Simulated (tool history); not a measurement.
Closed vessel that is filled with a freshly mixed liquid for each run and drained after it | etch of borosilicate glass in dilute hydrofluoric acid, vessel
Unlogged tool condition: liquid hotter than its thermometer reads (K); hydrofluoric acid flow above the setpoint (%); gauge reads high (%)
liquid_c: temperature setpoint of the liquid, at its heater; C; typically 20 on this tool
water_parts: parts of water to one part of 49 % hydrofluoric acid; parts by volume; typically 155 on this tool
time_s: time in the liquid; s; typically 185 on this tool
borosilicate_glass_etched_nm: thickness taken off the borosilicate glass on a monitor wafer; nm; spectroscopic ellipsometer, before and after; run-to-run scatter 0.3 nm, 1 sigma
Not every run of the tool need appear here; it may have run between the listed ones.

run,day,liquid_c,water_parts,time_s,wafers since the last listed run,hours since the thermometer was replaced,hours since the hydrofluoric acid flow meter was replaced,hours since the gauge calibration,"read-back film thickness of the borosilicate glass reference wafer, read on the same gauge (nm)",borosilicate_glass_etched_nm
1,0,20,155,215,0,1714.1,352.5,2456.8,50.03,46.71
2,2.025,20,155,215,5389,1762.7,401.1,2505.4,50.01,46.68
3,3.342,20,155,185,3504,1794.3,432.7,2537,50,40.45
4,4.7,20,155,185,3615,1826.9,465.3,2569.6,49.99,40.14
5,7.217,20,155,185,6698,1887.3,525.7,2630,49.98,40.63
6,8.679,20,155,185,3892,1922.4,560.8,2665.1,50.01,40.66
# day 9.45: gauge calibrated
7,10.871,20,155,185,5833,1975,613.4,34.1,49.99,41.03
8,11.9,20,175,185,2739,1999.7,638.1,58.8,49.97,35.45
9,18.433,20,175,185,17389,2156.5,794.9,215.6,49.94,35.72
10,20.542,20,155,185,5611,2207.1,845.5,266.2,50.04,41.38
11,22.558,20,155,100,5367,2255.5,893.9,314.6,49.97,22.43
12,23.779,20,155,185,3249,2284.8,923.2,343.9,49.99,41.2
13,25.133,22,205,265,3604,2317.3,955.7,376.4,50.02,46.25
14,27.475,23,155,285,6232,2373.5,1011.9,432.6,49.98,72.79
15,30.104,17.5,110,185,6998,2436.6,1075,495.7,50,55.28
16,31.262,24.5,155,185,3083,2464.4,1102.8,523.5,49.99,49.1
17,32.742,20,225,135,3937,2499.9,1138.3,559,50.03,19.52
# day 33.608: thermometer replaced
18,34.425,17,125,120,4369,19.6,1178.7,599.4,50.01,30.71
19,37.396,20,155,185,7907,90.9,1250,670.7,50.01,42.45
# day 38.838: hydrofluoric acid flow meter replaced
20,40.175,20,155,185,7286,157.6,32.1,737.4,50,39.37
21,41.479,20,155,245,3471,188.9,63.4,768.7,49.97,52.04
22,42.542,17,95,90,2828,214.4,88.9,794.2,50.02,28.93
23,44.9,17,155,220,6277,271,145.5,850.8,50,42.27
24,47.538,20,155,105,7020,334.3,208.8,914.1,49.96,22.87
25,49.442,20,155,185,5068,380,254.5,959.8,49.98,39.93
26,51.15,20,155,185,4547,421,295.5,1000.8,49.99,39.64
27,53.579,20,110,145,6465,479.3,353.8,1059.1,50.01,46.59
28,55.546,23.5,195,220,5234,526.5,401,1106.3,49.98,41.34
29,57.771,20,200,290,5922,579.9,454.4,1159.7,49.95,47.47
30,59.925,20,155,290,5733,631.6,506.1,1211.4,50,63.5
31,61.95,20,155,80,5389,680.2,554.7,1260,50.02,17.53
32,64.862,20,115,185,7752,750.1,624.6,1329.9,50,56.91
33,67.629,20,155,95,7364,816.5,691,1396.3,50.04,20.77
34,70.4,24,215,115,7375,883,757.5,1462.8,50.01,20.13

Measured less the same run without the tool's hidden state. The same run-to-run variation is in both; the gauge's scatter may not be:
run,borosilicate_glass_etched_nm
1,+1.14
2,+1.27
3,+1.18
4,+1.23
5,+1.39
6,+1.47
7,+1.6
8,+1.45
9,+1.78
10,+2.14
11,+1.21
12,+2.3
13,+2.77
14,+4.45
15,+3.39
16,+3.25
17,+1.37
18,+2.07
19,+3.09
20,+0.19
21,+0.35
22,+0.22
23,+0.48
24,+0.35
25,+0.71
26,+0.79
27,+1.05
28,+1.12
29,+1.42
30,+2.03
31,+0.61
32,+2.13
33,+0.87
34,+0.97
